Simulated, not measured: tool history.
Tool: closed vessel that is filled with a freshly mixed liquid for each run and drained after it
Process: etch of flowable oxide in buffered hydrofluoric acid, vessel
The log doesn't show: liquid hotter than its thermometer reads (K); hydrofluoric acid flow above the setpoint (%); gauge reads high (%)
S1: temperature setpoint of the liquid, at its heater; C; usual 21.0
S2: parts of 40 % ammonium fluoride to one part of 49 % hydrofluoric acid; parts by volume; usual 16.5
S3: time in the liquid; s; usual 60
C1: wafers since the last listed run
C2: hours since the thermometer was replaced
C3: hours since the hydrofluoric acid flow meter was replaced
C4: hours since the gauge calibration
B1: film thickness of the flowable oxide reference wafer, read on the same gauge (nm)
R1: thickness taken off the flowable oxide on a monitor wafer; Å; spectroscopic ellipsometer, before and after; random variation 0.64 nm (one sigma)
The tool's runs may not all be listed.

run    hour    S1    S2  S3     C1     C2      C3      C4      B1      R1
  1     0.0  21.0  16.5  50      0  218.2   323.3   622.3   97.30   921.6
  2    26.8  21.0  16.5  50   3272  245.0   350.1   649.1   97.15   922.9
  3   224.4  21.0  16.5  50  24129  442.6   547.7   846.7   96.55   906.7
      349.7  -- thermometer replaced
  4   393.2  21.0  16.5  40  20490   43.5   716.5  1015.5   95.96   721.6
  5   456.5  21.0  16.5  40   7729  106.8   779.8  1078.8   95.82   714.5
  6   483.3  21.0  16.5  40   3272  133.6   806.6  1105.6   95.71   722.7
  7   543.6  21.0  16.5  70   7363  193.9   866.9  1165.9   95.47  1277.6
  8   573.8  21.0  16.5  60   3687  224.1   897.1  1196.1   95.41  1074.1
  9   637.2  21.0  16.5  60   7742  287.5   960.5  1259.5   95.20  1083.6
 10   676.7  21.0  16.5  60   4823  327.0  1000.0  1299.0   95.03  1086.6
 11   701.3  21.0  16.5  60   3004  351.6  1024.6  1323.6   94.96  1074.4
 12   730.4  21.0  16.5  60   3553  380.7  1053.7  1352.7   94.87  1079.2
      767.8  -- gauge calibrated
 13   801.1  21.0  16.5  30   8633  451.4  1124.4    33.3  100.20   567.4
      828.1  -- hydrofluoric acid flow meter replaced
 14   836.6  18.5  21.5  90   4212  486.9     8.5    68.8  100.02  1159.7
 15   872.1  21.0  16.5  50   4335  522.4    44.0   104.3   99.92   953.9
 16   906.0  17.5  14.0  85   4139  556.3    77.9   138.2   99.77  1558.2
 17   963.4  21.0  16.5  90   7009  613.7   135.3   195.6   99.63  1699.6
     1013.9  -- thermometer replaced
 18  1026.8  18.5  22.5  45   7619   12.9   198.7   259.0   99.44   562.2
 19  1081.0  26.0  12.5  70   6618   67.1   252.9   313.2   99.27  2278.0
 20  1149.2  19.5  19.5  35   8328  135.3   321.1   381.4   98.98   514.4
 21  1192.2  18.0  16.5  60   5250  178.3   364.1   424.4   98.92   955.0
 22  1248.2  26.0  19.0  70   6838  234.3   420.1   480.4   98.67  1501.8
 23  1279.1  21.0  16.5  60   3773  265.2   451.0   511.3   98.60  1121.3
 24  1319.6  19.0  14.5  85   4945  305.7   491.5   551.8   98.43  1607.3

The same runs without the tool's hidden state, with the same run-to-run variation:
run      R1
  1   947.2
  2   949.4
  3   939.1
  4   751.7
  5   745.9
  6   755.2
  7  1337.9
  8  1126.0
  9  1138.4
 10  1143.1
 11  1131.3
 12  1137.5
 13   566.4
 14  1159.2
 15   954.6
 16  1561.1
 17  1706.0
 18   565.5
 19  2295.5
 20   519.6
 21   965.9
 22  1521.9
 23  1137.4
 24  1632.6
